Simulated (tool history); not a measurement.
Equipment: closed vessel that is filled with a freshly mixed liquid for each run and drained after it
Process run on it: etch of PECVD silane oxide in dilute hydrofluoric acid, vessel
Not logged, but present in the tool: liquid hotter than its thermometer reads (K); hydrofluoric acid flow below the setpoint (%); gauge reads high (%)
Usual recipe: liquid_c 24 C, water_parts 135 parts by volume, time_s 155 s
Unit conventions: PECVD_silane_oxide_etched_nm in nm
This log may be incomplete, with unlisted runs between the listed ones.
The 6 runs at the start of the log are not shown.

run	hour	liquid_c	water_parts	time_s	wafers since the last listed run	hours since the thermometer was replaced	hours since the hydrofluoric acid flow meter was replaced	hours since the gauge calibration	read-back film thickness of the PECVD silane oxide reference wafer, read on the same gauge (nm)	PECVD_silane_oxide_etched_nm
7	456.7	24	135	155	6205	1996.2	328.8	1623.8	120	18.38
8	487.2	24	135	155	2727	2026.7	359.3	1654.3	120	18.22
9	558.2	24	135	155	6348	2097.7	430.3	1725.3	120.02	18.24
10	604.5	24	115	210	4139	2144	476.6	1771.6	120.03	29.69
11	656.6	24	115	210	4658	2196.1	528.7	1823.7	119.99	29.58
# hour 687.9: hydrofluoric acid flow meter replaced
12	705.5	21.5	135	155	4282	2245	17.6	1872.6	120	16.72
13	741.4	21.5	135	155	3209	2280.9	53.5	1908.5	120	16.8
# hour 746.6: gauge calibrated
14	788.9	24	135	155	4247	2328.4	101	42.3	120.01	18.5
15	828.5	24	135	155	3540	2368	140.6	81.9	120.02	18.7
# hour 851.4: thermometer replaced
16	854.1	28.5	185	120	2199	2.7	166.2	107.5	119.99	10.81
17	922.5	24	95	70	6115	71.1	234.6	175.9	120.01	11.67
18	948.7	24	135	155	2342	97.3	260.8	202.1	120	17.34
19	1005.9	24	155	115	5114	154.5	318	259.3	120	11
20	1076	20	105	190	6267	224.6	388.1	329.4	119.99	23.86
21	1119.5	24	135	155	3889	268.1	431.6	372.9	120	17.35
22	1170.6	22	175	220	4568	319.2	482.7	424	119.99	16.68
23	1239.4	24	65	155	6151	388	551.5	492.8	119.98	39.03
24	1285.9	24	135	155	4157	434.5	598	539.3	120.01	17.04
# hour 1333.1: hydrofluoric acid flow meter replaced
25	1350.8	20	70	125	5713	499.4	17.7	604.2	120	25.17
26	1401.7	24	135	220	4551	550.3	68.6	655.1	120	25.12
27	1454.7	28.5	135	210	4738	603.3	121.6	708.1	120	28.44
28	1517.4	24	160	100	5606	666	184.3	770.8	119.99	9.36
29	1583.3	27.5	135	125	5892	731.9	250.2	836.7	119.99	16.36
30	1616.1	20.5	80	155	2932	764.7	283	869.5	119.99	27.64
31	1805	19.5	110	120	16890	953.6	471.9	1058.4	119.99	14.28

Branching from run 31: 4 alternative next runs. What would each branch give?
A	1805.7	25.5	135	155	62	954.3	472.6	1059.1	?	?
B	1805.7	28.5	135	155	62	954.3	472.6	1059.1	?	?
C	1805.7	28	195	185	62	954.3	472.6	1059.1	?	?
D	1805.7	24	135	185	62	954.3	472.6	1059.1	?	?

run	read-back film thickness of the PECVD silane oxide reference wafer, read on the same gauge (nm)	PECVD_silane_oxide_etched_nm
A	119.99	18.62
B	119.99	20.81
C	119.99	15.64
D	119.99	20.99
What these runs would have given with no unlogged condition in the tool:
run	PECVD_silane_oxide_etched_nm
A	18.63
B	20.85
C	15.71
D	20.99
